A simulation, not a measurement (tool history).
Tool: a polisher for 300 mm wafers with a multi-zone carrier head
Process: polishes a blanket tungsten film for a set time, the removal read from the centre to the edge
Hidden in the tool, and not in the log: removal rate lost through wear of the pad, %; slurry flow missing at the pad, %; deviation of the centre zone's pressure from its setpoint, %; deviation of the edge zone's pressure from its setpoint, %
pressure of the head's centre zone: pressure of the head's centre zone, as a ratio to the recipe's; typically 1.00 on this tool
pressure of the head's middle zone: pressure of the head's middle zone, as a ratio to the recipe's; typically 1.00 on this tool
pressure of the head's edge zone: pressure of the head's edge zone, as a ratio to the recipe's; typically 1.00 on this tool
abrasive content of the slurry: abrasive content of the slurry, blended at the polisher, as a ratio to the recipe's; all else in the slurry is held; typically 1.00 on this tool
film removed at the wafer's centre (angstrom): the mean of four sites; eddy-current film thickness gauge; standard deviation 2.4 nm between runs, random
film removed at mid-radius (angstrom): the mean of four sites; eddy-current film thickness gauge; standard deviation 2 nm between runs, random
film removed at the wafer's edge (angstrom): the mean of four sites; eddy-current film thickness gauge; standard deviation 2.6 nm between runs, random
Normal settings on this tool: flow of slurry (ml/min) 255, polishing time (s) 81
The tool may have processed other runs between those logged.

run    hour  flow of slurry (ml/min)  pressure of the head's centre zone  pressure of the head's middle zone  pressure of the head's edge zone  abrasive content of the slurry  polishing time (s)  wafers since the last listed run  wafers polished on this pad  hours since the slurry nozzle was cleaned  hours since the centre zone pressure was calibrated  hours since the edge zone pressure was calibrated  hours since the carrier head's membrane was replaced  incoming thickness of the incoming film, nm  film removed at the wafer's centre (angstrom)  film removed at mid-radius (angstrom)  film removed at the wafer's edge (angstrom)
  1     0.0                      255                                1.00                                1.00                              1.00                            1.00                  81                                 0                         1265                                      663.3                                                381.1                                              254.1                                                 153.8                                       1533.5                                           2804                                   2901                                         2848
        9.3  -- slurry nozzle cleaned
  2    60.3                      255                                1.00                                1.00                              1.00                            1.00                  81                               424                         1690                                       51.0                                                441.4                                              314.4                                                 214.1                                       1532.9                                           2815                                   2860                                         2833
      131.6  -- worn pad replaced by a new one
  3   156.7                      255                                1.00                                1.00                              1.00                            1.00                  81                               661                          179                                      147.4                                                537.8                                              410.8                                                 310.5                                       1541.1                                           2806                                   2870                                         2823
  4   215.5                      255                                1.00                                1.00                              1.00                            1.00                  81                               420                          600                                      206.2                                                596.6                                              469.6                                                 369.3                                       1523.2                                           2786                                   2872                                         2854
  5   348.8                      255                                1.00                                1.00                              1.00                            1.00                  81                               953                         1553                                      339.5                                                729.9                                              602.9                                                 502.6                                       1520.2                                           2788                                   2893                                         2878
      352.8  -- edge zone pressure recalibrated
  6   413.6                      255                                1.00                                1.00                              1.00                            1.00                  81                               449                         2003                                      404.3                                                794.7                                               60.8                                                 567.4                                       1506.3                                           2721                                   2856                                         2872
      455.8  -- centre zone pressure recalibrated
      462.6  -- worn pad replaced by a new one
  7   514.2                      255                                1.00                                1.00                              1.00                            1.00                  81                               676                          369                                      504.9                                                 58.4                                              161.4                                                 668.0                                       1522.8                                           2894                                   2894                                         2869
  8   607.5                      255                                1.07                                1.00                              1.07                            1.00                  81                               667                         1036                                      598.2                                                151.7                                              254.7                                                 761.3                                       1522.9                                           3126                                   2877                                         2973
  9   698.2                      255                                1.07                                1.00                              1.07                            1.00                  81                               648                         1685                                      688.9                                                242.4                                              345.4                                                 852.0                                       1531.3                                           3064                                   2884                                         2972
      739.1  -- carrier head's membrane replaced by a new one
      780.6  -- worn pad replaced by a new one
 10   781.1                      255                                1.00                                1.00                              1.00                            1.00                 103                               528                            3                                      771.8                                                325.3                                              428.3                                                  42.0                                       1521.1                                           3630                                   3663                                         3607
      806.2  -- slurry nozzle cleaned
 11   832.7                      255                                1.00                                1.00                              0.97                            1.15                  81                               362                          365                                       26.5                                                376.9                                              479.9                                                  93.6                                       1512.9                                           2992                                   3045                                         2945
 12   879.0                      200                                1.00                                0.92                              0.97                            1.00                 102                               331                          696                                       72.8                                                423.2                                              526.2                                                 139.9                                       1533.1                                           3408                                   3289                                         3441
 13   975.1                      255                                1.00                                1.00                              0.97                            1.15                  81                               687                         1384                                      168.9                                                519.3                                              622.3                                                 236.0                                       1513.8                                           2961                                   3053                                         2959
     1008.8  -- edge zone pressure recalibrated
     1049.4  -- worn pad replaced by a new one
 14  1075.3                      200                                1.00                                0.92                              0.97                            1.00                 102                               673                          185                                      269.1                                                619.5                                               66.5                                                 336.2                                       1549.1                                           3350                                   3280                                         3411
 15  1119.1                      165                                1.00                                0.94                              1.00                            0.80                  81                               313                          498                                      312.9                                                663.3                                              110.3                                                 380.0                                       1542.7                                           2376                                   2365                                         2472
 16  1220.8                      315                                0.92                                1.00                              1.06                            1.00                  81                               727                         1226                                      414.6                                                765.0                                              212.0                                                 481.7                                       1518.1                                           2568                                   2966                                         2964
     1298.6  -- centre zone pressure recalibrated
 17  1315.1                      220                                1.11                                1.00                              1.00                            1.00                  81                               660                         1886                                      508.9                                                 16.5                                              306.3                                                 576.0                                       1521.6                                           3206                                   2810                                         2825
     1368.6  -- worn pad replaced by a new one
 18  1407.2                      255                                1.00                                1.00                              1.00                            1.00                  81                               630                          276                                      601.0                                                108.6                                              398.4                                                 668.1                                       1534.9                                           2880                                   2876                                         2862
 19  1446.0                      230                                1.00                                1.00                              1.10                            0.80                  71                               277                          553                                      639.8                                                147.4                                              437.2                                                 706.9                                       1514.2                                           2315                                   2262                                         2342

Pick out some run-to-run changes in film removed at the wafer's centre (angstrom). Of each, how much would a tool without hidden state show as well, from the settings, what came in and chance, and how much is left for the hidden state and any gauge scatter not in both results compared?
Run 14 -> 15: flow of slurry (ml/min) 200 -> 165, pressure of the head's middle zone 0.92 -> 0.94, pressure of the head's edge zone 0.97 -> 1.00, abrasive content of the slurry 1.00 -> 0.80, polishing time (s) 102 -> 81. film removed at the wafer's centre (angstrom) -974: hidden state +36, all else -1010.
Run 16 -> 17: flow of slurry (ml/min) 315 -> 220, pressure of the head's centre zone 0.92 -> 1.11, pressure of the head's edge zone 1.06 -> 1.00, centre zone pressure recalibrated. film removed at the wafer's centre (angstrom) +638: hidden state +195, all else +443.
